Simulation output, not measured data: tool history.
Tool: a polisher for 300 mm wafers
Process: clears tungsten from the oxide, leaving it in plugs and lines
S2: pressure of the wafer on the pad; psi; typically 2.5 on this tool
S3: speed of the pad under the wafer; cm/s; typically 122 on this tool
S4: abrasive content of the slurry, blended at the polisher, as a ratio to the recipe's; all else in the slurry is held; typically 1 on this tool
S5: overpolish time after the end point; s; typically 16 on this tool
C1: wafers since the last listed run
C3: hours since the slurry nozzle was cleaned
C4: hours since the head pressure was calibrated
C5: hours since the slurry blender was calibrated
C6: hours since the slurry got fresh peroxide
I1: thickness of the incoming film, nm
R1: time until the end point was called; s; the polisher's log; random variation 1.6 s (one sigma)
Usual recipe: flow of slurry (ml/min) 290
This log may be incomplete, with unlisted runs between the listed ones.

run 1 hour=0 | flow_of_slurry_(ml/min)=290 S2=2.5 S3=122 S4=0.9 S5=16 | C1=0 wafers_polished_on_this_pad=463 C3=521.9 C4=79.8 C5=180.8 C6=1 | I1=361.9 | R1=101.7
run 2 hour=115.2 | flow_of_slurry_(ml/min)=290 S2=2.5 S3=122 S4=0.9 S5=16 | C1=676 wafers_polished_on_this_pad=1140 C3=637.1 C4=195 C5=296 C6=116.2 | I1=360.9 | R1=99.8
run 3 hour=150 | flow_of_slurry_(ml/min)=290 S2=2.5 S3=122 S4=1 S5=16 | C1=204 wafers_polished_on_this_pad=1344 C3=671.9 C4=229.8 C5=330.8 C6=151 | I1=358.2 | R1=101.1
run 4 hour=186.5 | flow_of_slurry_(ml/min)=290 S2=2.5 S3=122 S4=1 S5=16 | C1=214 wafers_polished_on_this_pad=1558 C3=708.4 C4=266.3 C5=367.3 C6=187.5 | I1=363.1 | R1=103
-- hour=189.3 slurry blender recalibrated
-- hour=206.9 slurry nozzle cleaned
run 5 hour=222.1 | flow_of_slurry_(ml/min)=290 S2=2.5 S3=122 S4=1 S5=16 | C1=191 wafers_polished_on_this_pad=1750 C3=15.2 C4=301.9 C5=32.8 C6=223.1 | I1=360 | R1=102.4
run 6 hour=262 | flow_of_slurry_(ml/min)=290 S2=2.5 S3=122 S4=1.1 S5=16 | C1=234 wafers_polished_on_this_pad=1984 C3=55.1 C4=341.8 C5=72.7 C6=263 | I1=365.6 | R1=108.2
-- hour=275.7 worn pad replaced by a new one
-- hour=280 slurry tank refilled with fresh slurry and peroxide, repeated, since the last time left the tool worse
run 7 hour=333.8 | flow_of_slurry_(ml/min)=290 S2=2.5 S3=122 S4=1.1 S5=16 | C1=392 wafers_polished_on_this_pad=334 C3=126.9 C4=413.6 C5=144.5 C6=53.8 | I1=363.2 | R1=84.6
run 8 hour=384.2 | flow_of_slurry_(ml/min)=290 S2=2.5 S3=122 S4=0.8 S5=16 | C1=295 wafers_polished_on_this_pad=630 C3=177.3 C4=464 C5=194.9 C6=104.2 | I1=358.4 | R1=89.3
run 9 hour=447.2 | flow_of_slurry_(ml/min)=290 S2=2.5 S3=122 S4=1 S5=9 | C1=369 wafers_polished_on_this_pad=1000 C3=240.3 C4=527 C5=257.9 C6=167.2 | I1=362.1 | R1=87.7
-- hour=469.3 head pressure recalibrated
-- hour=586.8 slurry blender recalibrated
-- hour=596.8 slurry tank refilled with fresh slurry and peroxide
run 10 hour=624.9 | flow_of_slurry_(ml/min)=370 S2=2.5 S3=122 S4=1 S5=16 | C1=1014 wafers_polished_on_this_pad=2014 C3=418 C4=155.6 C5=38.1 C6=28.1 | I1=353.7 | R1=80.3
-- hour=657.3 worn pad replaced by a new one
run 11 hour=657.8 | flow_of_slurry_(ml/min)=315 S2=1.6 S3=96 S4=1.2 S5=16 | C1=169 wafers_polished_on_this_pad=3 C3=450.9 C4=188.5 C5=71 C6=61 | I1=356.5 | R1=150.6
run 12 hour=713.6 | flow_of_slurry_(ml/min)=290 S2=1.7 S3=150 S4=1.2 S5=16 | C1=327 wafers_polished_on_this_pad=330 C3=506.7 C4=244.3 C5=126.8 C6=116.8 | I1=358.5 | R1=103.6
run 13 hour=740.8 | flow_of_slurry_(ml/min)=290 S2=2 S3=122 S4=0.9 S5=16 | C1=159 wafers_polished_on_this_pad=490 C3=533.9 C4=271.5 C5=154 C6=144 | I1=361.8 | R1=112.3
run 14 hour=779.9 | flow_of_slurry_(ml/min)=365 S2=2.5 S3=138 S4=1 S5=16 | C1=229 wafers_polished_on_this_pad=720 C3=573 C4=310.6 C5=193.1 C6=183.1 | I1=365.3 | R1=80.7
run 15 hour=835.5 | flow_of_slurry_(ml/min)=320 S2=2.5 S3=122 S4=1.3 S5=16 | C1=326 wafers_polished_on_this_pad=1046 C3=628.6 C4=366.2 C5=248.7 C6=238.7 | I1=362.5 | R1=87.3
run 16 hour=893.9 | flow_of_slurry_(ml/min)=260 S2=1.7 S3=122 S4=0.75 S5=16 | C1=342 wafers_polished_on_this_pad=1389 C3=687 C4=424.6 C5=307.1 C6=297.1 | I1=356.3 | R1=148.2
run 17 hour=933.6 | flow_of_slurry_(ml/min)=290 S2=2.5 S3=122 S4=1 S5=16 | C1=233 wafers_polished_on_this_pad=1622 C3=726.7 C4=464.3 C5=346.8 C6=336.8 | I1=360.6 | R1=91.6
-- hour=946.6 slurry tank refilled with fresh slurry and peroxide
-- hour=951.8 slurry nozzle cleaned
-- hour=964.3 slurry blender recalibrated
run 18 hour=966.8 | flow_of_slurry_(ml/min)=290 S2=2.5 S3=122 S4=1.3 S5=16 | C1=171 wafers_polished_on_this_pad=1794 C3=15 C4=497.5 C5=2.5 C6=20.2 | I1=364.3 | R1=79.7
-- hour=995.5 worn pad replaced by a new one
run 19 hour=1032.9 | flow_of_slurry_(ml/min)=290 S2=2.5 S3=122 S4=1.3 S5=16 | C1=364 wafers_polished_on_this_pad=219 C3=81.1 C4=563.6 C5=68.6 C6=86.3 | I1=360.5 | R1=79.8
-- hour=1049.7 head pressure recalibrated
run 20 hour=1103.7 | flow_of_slurry_(ml/min)=290 S2=2.5 S3=122 S4=1 S5=16 | C1=403 wafers_polished_on_this_pad=623 C3=151.9 C4=54 C5=139.4 C6=157.1 | I1=361.6 | R1=89.6
run 21 hour=1173.7 | flow_of_slurry_(ml/min)=290 S2=2.5 S3=122 S4=1 S5=16 | C1=411 wafers_polished_on_this_pad=1034 C3=221.9 C4=124 C5=209.4 C6=227.1 | I1=361.9 | R1=88.1
run 22 hour=1199.3 | flow_of_slurry_(ml/min)=335 S2=2.5 S3=122 S4=1 S5=16 | C1=150 wafers_polished_on_this_pad=1185 C3=247.5 C4=149.6 C5=235 C6=252.7 | I1=363.2 | R1=91.8
run 23 hour=1255.7 | flow_of_slurry_(ml/min)=290 S2=2.5 S3=122 S4=1 S5=16 | C1=331 wafers_polished_on_this_pad=1516 C3=303.9 C4=206 C5=291.4 C6=309.1 | I1=359.4 | R1=91.5
-- hour=1296.3 worn pad replaced by a new one
run 24 hour=1308.8 | flow_of_slurry_(ml/min)=290 S2=2.5 S3=122 S4=1 S5=16 | C1=288 wafers_polished_on_this_pad=73 C3=357 C4=259.1 C5=344.5 C6=362.2 | I1=365.4 | R1=96.3
-- hour=1328.1 slurry tank refilled with fresh slurry and peroxide
-- hour=1338 slurry blender recalibrated
run 25 hour=1353.5 | flow_of_slurry_(ml/min)=360 S2=2.5 S3=156 S4=1 S5=16 | C1=244 wafers_polished_on_this_pad=318 C3=401.7 C4=303.8 C5=15.5 C6=25.4 | I1=360.2 | R1=71.1
run 26 hour=1405 | flow_of_slurry_(ml/min)=240 S2=2.5 S3=164 S4=1 S5=16 | C1=302 wafers_polished_on_this_pad=620 C3=453.2 C4=355.3 C5=67 C6=76.9 | I1=355.3 | R1=71.7

Alternative continuations, all from the tool just after run 26; predict every row:
run A hour=1405.4 | flow_of_slurry_(ml/min)=290 S2=2.5 S3=122 S4=1 S5=16 | C1=2 wafers_polished_on_this_pad=623 C3=453.6 C4=355.7 C5=67.4 C6=77.3 | I1=353.8 | R1=?
run B hour=1405.4 | flow_of_slurry_(ml/min)=260 S2=3.4 S3=122 S4=1.15 S5=8 | C1=2 wafers_polished_on_this_pad=623 C3=453.6 C4=355.7 C5=67.4 C6=77.3 | I1=353.8 | R1=?
run C hour=1405.4 | flow_of_slurry_(ml/min)=325 S2=2.5 S3=122 S4=1 S5=7 | C1=2 wafers_polished_on_this_pad=623 C3=453.6 C4=355.7 C5=67.4 C6=77.3 | I1=353.8 | R1=?
run D hour=1405.4 | flow_of_slurry_(ml/min)=290 S2=2.9 S3=122 S4=1 S5=9 | C1=2 wafers_polished_on_this_pad=623 C3=453.6 C4=355.7 C5=67.4 C6=77.3 | I1=353.8 | R1=?

run=A R1=86.5
run=B R1=62.6
run=C R1=85.6
run=D R1=74.6
The same runs, with their run-to-run variation unchanged, on a tool lacking any hidden condition would have given:
run=A R1=84.8
run=B R1=61.4
run=C R1=83.9
run=D R1=73.1
